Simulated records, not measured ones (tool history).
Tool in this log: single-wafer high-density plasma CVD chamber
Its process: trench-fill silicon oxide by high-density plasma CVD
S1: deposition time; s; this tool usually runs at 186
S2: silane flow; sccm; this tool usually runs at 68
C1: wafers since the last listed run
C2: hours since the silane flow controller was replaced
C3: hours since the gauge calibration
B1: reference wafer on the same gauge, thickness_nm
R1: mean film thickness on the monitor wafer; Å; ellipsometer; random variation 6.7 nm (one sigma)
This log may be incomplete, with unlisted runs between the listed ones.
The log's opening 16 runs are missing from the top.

run	hour	S1	S2	C1	C2	C3	B1	R1
# hour 352.5: gauge calibrated
17	357.5	195	68	167	1365.0	5.0	1082.727	13415.17
18	376.1	195	68	186	1383.6	23.6	1078.334	13522.30
19	407.2	186	68	312	1414.7	54.7	1079.439	12785.21
20	421.1	205	68	139	1428.6	68.6	1082.189	14128.96
21	449.4	186	68	284	1456.9	96.9	1081.018	12858.49
22	476.7	170	78	274	1484.2	124.2	1079.023	13045.06
23	504.9	152	55	283	1512.4	152.4	1081.911	8712.20
24	526.4	155	56	215	1533.9	173.9	1081.709	8985.14
25	552.4	186	68	261	1559.9	199.9	1080.812	12817.32
26	587.8	202	75	355	1595.3	235.3	1079.474	15132.98
27	616.8	210	79	291	1624.3	264.3	1079.643	16544.25
28	640.1	154	73	234	1647.6	287.6	1078.417	11260.61
29	672.8	186	68	328	1680.3	320.3	1081.350	12839.55
# hour 709.5: silane flow controller replaced
30	710.0	162	56	293	0.5	357.5	1078.511	9478.54
31	741.7	198	58	318	32.2	389.2	1078.351	11934.02
32	759.5	217	74	178	50.0	407.0	1080.701	16174.71
33	785.9	186	68	265	76.4	433.4	1077.494	12813.71
34	816.7	154	68	309	107.2	464.2	1078.690	10568.70
35	842.2	196	68	256	132.7	489.7	1079.106	13455.02
36	860.5	217	58	183	151.0	508.0	1079.575	13103.86
37	879.4	158	60	189	169.9	526.9	1078.534	9771.63
38	912.5	199	77	332	203.0	560.0	1081.368	15316.29
39	945.4	195	75	330	235.9	592.9	1080.294	14428.91
40	959.1	186	68	137	249.6	606.6	1079.425	12704.29

Forecast each of these 4 alternatives for the next run:
A	959.6	186	81	5	250.1	607.1	?	?
B	959.6	223	72	5	250.1	607.1	?	?
C	959.6	176	63	5	250.1	607.1	?	?
D	959.6	199	63	5	250.1	607.1	?	?

run	B1	R1
A	1080.559	14867.96
B	1080.559	16100.37
C	1080.559	11345.43
D	1080.559	12828.07
Had the tool no hidden state, the same runs would have come out as:
run	R1
A	14867.96
B	16100.37
C	11345.43
D	12828.07
